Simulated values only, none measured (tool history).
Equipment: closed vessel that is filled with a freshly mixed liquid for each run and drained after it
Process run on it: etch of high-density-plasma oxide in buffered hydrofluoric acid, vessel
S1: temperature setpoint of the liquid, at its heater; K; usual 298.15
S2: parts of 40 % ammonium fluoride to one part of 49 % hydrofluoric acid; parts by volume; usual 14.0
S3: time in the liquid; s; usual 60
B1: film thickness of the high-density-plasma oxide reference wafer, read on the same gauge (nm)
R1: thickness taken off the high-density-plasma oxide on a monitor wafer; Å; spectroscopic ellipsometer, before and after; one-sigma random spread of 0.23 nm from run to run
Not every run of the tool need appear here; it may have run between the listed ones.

Run 1, hour 0.0: usual settings; B1 69.97. Result: R1 647.0 Å.
Run 2, hour 29.6: usual settings; B1 70.02. Result: R1 642.3 Å.
Run 3, hour 45.0: usual settings; B1 69.96. Result: R1 644.7 Å.
Run 4, hour 81.0: usual settings; B1 69.98. Result: R1 639.0 Å.
Run 5, hour 106.1: usual settings; B1 70.02. Result: R1 641.4 Å.
Run 6, hour 130.2: usual settings but S1 299.65 K; B1 70.01. Result: R1 694.9 Å.
Run 7, hour 208.4: usual settings but S1 299.65 K; B1 69.99. Result: R1 692.3 Å.
Run 8, hour 233.2: usual settings but S1 299.65 K; B1 70.02. Result: R1 693.6 Å.
Run 9, hour 249.0: usual settings but S2 16.5 parts by volume; B1 70.00. Result: R1 540.2 Å.
Run 10, hour 264.4: usual settings but S2 16.5 parts by volume; B1 69.99. Result: R1 540.0 Å.
Run 11, hour 290.2: usual settings but S2 16.5 parts by volume; B1 70.01. Result: R1 537.9 Å.
Run 12, hour 323.9: usual settings; B1 69.99. Result: R1 632.8 Å.
At hour 336.6: hydrofluoric acid flow meter replaced.
At hour 343.1: gauge calibrated.
Run 13, hour 349.4: usual settings but S2 9.0 parts by volume, S3 90 s; B1 70.00. Result: R1 1490.8 Å.
Run 14, hour 370.6: usual settings; B1 69.99. Result: R1 666.4 Å.
Run 15, hour 401.7: usual settings but S2 10.0 parts by volume, S3 30 s; B1 70.00. Result: R1 462.9 Å.
At hour 441.4: thermometer replaced.
Run 16, hour 494.0: usual settings; B1 69.98. Result: R1 664.2 Å.
Run 17, hour 526.4: usual settings but S2 18.5 parts by volume, S3 85 s; B1 70.02. Result: R1 709.7 Å.
Run 18, hour 553.4: usual settings but S1 296.15 K, S2 11.5 parts by volume; B1 70.00. Result: R1 718.7 Å.
Run 19, hour 584.0: usual settings but S1 300.15 K, S2 17.5 parts by volume; B1 70.02. Result: R1 586.4 Å.
Run 20, hour 612.5: usual settings but S1 300.65 K, S2 17.0 parts by volume, S3 75 s; B1 70.03. Result: R1 776.5 Å.
Run 21, hour 627.2: usual settings; B1 69.98. Result: R1 659.3 Å.

Run 22, settings as shown, results not yet in. Your forecast:
Run 22, hour 658.8: usual settings but S2 16.0 parts by volume, S3 35 s; B1 ?. Result: R1 ?.

{"run 22": {"B1": 70.01, "R1": 335.5}}
Minus the tool's unlogged condition, the same run would have read R1 343.3 Å.
